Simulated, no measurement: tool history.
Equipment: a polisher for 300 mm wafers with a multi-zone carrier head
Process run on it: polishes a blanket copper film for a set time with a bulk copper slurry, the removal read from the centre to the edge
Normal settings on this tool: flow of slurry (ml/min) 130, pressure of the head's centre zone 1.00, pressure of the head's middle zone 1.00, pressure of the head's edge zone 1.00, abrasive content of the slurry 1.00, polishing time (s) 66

run,hour,flow of slurry (ml/min),pressure of the head's centre zone,pressure of the head's middle zone,pressure of the head's edge zone,abrasive content of the slurry,polishing time (s),wafers since the last listed run,wafers polished on this pad,hours since the slurry nozzle was cleaned,hours since the centre zone pressure was calibrated,hours since the edge zone pressure was calibrated,hours since the carrier head's membrane was replaced,"incoming thickness of the incoming film, nm",film removed at the wafer's centre (nm),film removed at mid-radius (nm),film removed at the wafer's edge (nm)
1,0.0,85,1.00,1.00,1.00,1.00,49,0,663,172.3,984.9,0.5,155.7,3526.8,684.7,725.4,768.5
2,12.1,130,1.00,1.00,1.00,1.00,66,116,780,184.4,997.0,12.6,167.8,3560.3,1079.7,1126.0,1117.2
3,18.8,130,1.00,1.00,1.00,1.00,66,64,844,191.1,1003.7,19.3,174.5,3553.6,1067.6,1118.6,1117.8
4,30.5,130,1.00,1.00,1.00,1.00,66,112,957,202.8,1015.4,31.0,186.2,3562.8,1066.5,1091.8,1108.0
5,43.1,130,0.92,1.00,1.00,1.00,78,121,1078,215.4,1028.0,43.6,198.8,3560.7,1131.1,1314.3,1302.4
6,57.2,130,0.95,0.88,0.92,1.00,66,135,1214,229.5,1042.1,57.7,212.9,3523.6,981.8,975.2,1047.9
# hour 70.3: worn pad replaced by a new one
7,70.8,130,0.96,0.89,1.07,1.00,84,92,4,243.1,1055.7,71.3,226.5,3558.0,1350.8,1303.9,1523.0
# hour 74.7: centre zone pressure recalibrated
8,78.2,130,1.00,1.00,1.00,1.00,66,52,56,250.5,3.5,78.7,233.9,3536.9,1113.5,1128.8,1179.5
9,88.0,105,1.00,1.00,1.00,1.00,76,94,151,260.3,13.3,88.5,243.7,3544.6,1160.4,1241.0,1259.4
10,104.2,130,1.00,0.96,1.00,1.00,60,156,307,276.5,29.5,104.7,259.9,3591.7,982.7,977.7,1031.3
11,110.6,130,1.00,1.00,1.00,1.00,66,61,368,282.9,35.9,111.1,266.3,3525.4,1074.6,1114.0,1128.8
12,120.1,130,1.12,1.00,1.07,1.10,66,91,460,292.4,45.4,120.6,275.8,3541.5,1205.0,1132.4,1191.8
13,138.0,145,0.92,1.00,1.00,1.00,66,172,632,310.3,63.3,138.5,293.7,3487.4,1004.2,1151.0,1172.7
14,155.7,130,1.00,1.00,1.12,1.00,72,170,803,328.0,81.0,156.2,311.4,3523.7,1143.6,1163.5,1285.1
15,171.7,150,1.00,1.00,1.00,1.00,66,154,957,344.0,97.0,172.2,327.4,3481.5,1076.0,1111.2,1147.8
# hour 180.1: worn pad replaced by a new one
16,183.5,115,1.00,0.92,1.00,1.20,50,75,32,355.8,108.8,184.0,339.2,3494.9,810.3,785.0,859.8
17,198.4,110,1.00,0.95,0.94,1.00,88,143,175,370.7,123.7,198.9,354.1,3547.5,1304.9,1346.5,1402.0
18,214.7,150,0.90,1.00,1.00,0.90,44,157,332,387.0,140.0,215.2,370.4,3543.1,655.2,731.2,761.1
19,222.0,130,1.00,1.00,0.94,1.00,66,70,403,394.3,147.3,222.5,377.7,3582.0,1033.0,1092.2,1073.8
# hour 230.1: slurry nozzle cleaned
20,231.4,130,1.00,1.00,1.00,1.00,66,80,484,1.3,156.7,231.9,387.1,3533.4,1103.0,1137.2,1192.2

Take each entry between the runs: how does the hidden state at the last listed run before it differ from the hidden state at the first listed run after it?
Runs 6 to 7: worn pad replaced by a new one (hour 70.3)
  removal rate lost through wear of the pad, %: 6.54 -> 0.544; slurry flow missing at the pad, %: 9.08 -> 9.81
  measured minus no-state result, film removed at the wafer's centre (nm): -97.9 -> -48.7; film removed at mid-radius (nm): -93.6 -> -41.9; film removed at the wafer's edge (nm): -92.4 -> -36.8
Runs 7 to 8: centre zone pressure recalibrated (hour 74.7)
  removal rate lost through wear of the pad, %: 0.544 -> 0.861; slurry flow missing at the pad, %: 9.81 -> 10.2
  measured minus no-state result, film removed at the wafer's centre (nm): -48.7 -> -45.5; film removed at mid-radius (nm): -41.9 -> -41.5; film removed at the wafer's edge (nm): -36.8 -> -33.4
Runs 15 to 16: worn pad replaced by a new one (hour 180.1)
  removal rate lost through wear of the pad, %: 4.87 -> 0.554; slurry flow missing at the pad, %: 16.6 -> 17.5
  measured minus no-state result, film removed at the wafer's centre (nm): -109.8 -> -61.4; film removed at mid-radius (nm): -106.4 -> -51.9; film removed at the wafer's edge (nm): -95.0 -> -39.9
Runs 19 to 20: slurry nozzle cleaned (hour 230.1)
  removal rate lost through wear of the pad, %: 2.2 -> 2.61; slurry flow missing at the pad, %: 20.8 -> 2.48
  measured minus no-state result, film removed at the wafer's centre (nm): -103.8 -> -37.4; film removed at mid-radius (nm): -98.3 -> -37.6; film removed at the wafer's edge (nm): -74.0 -> -37.2
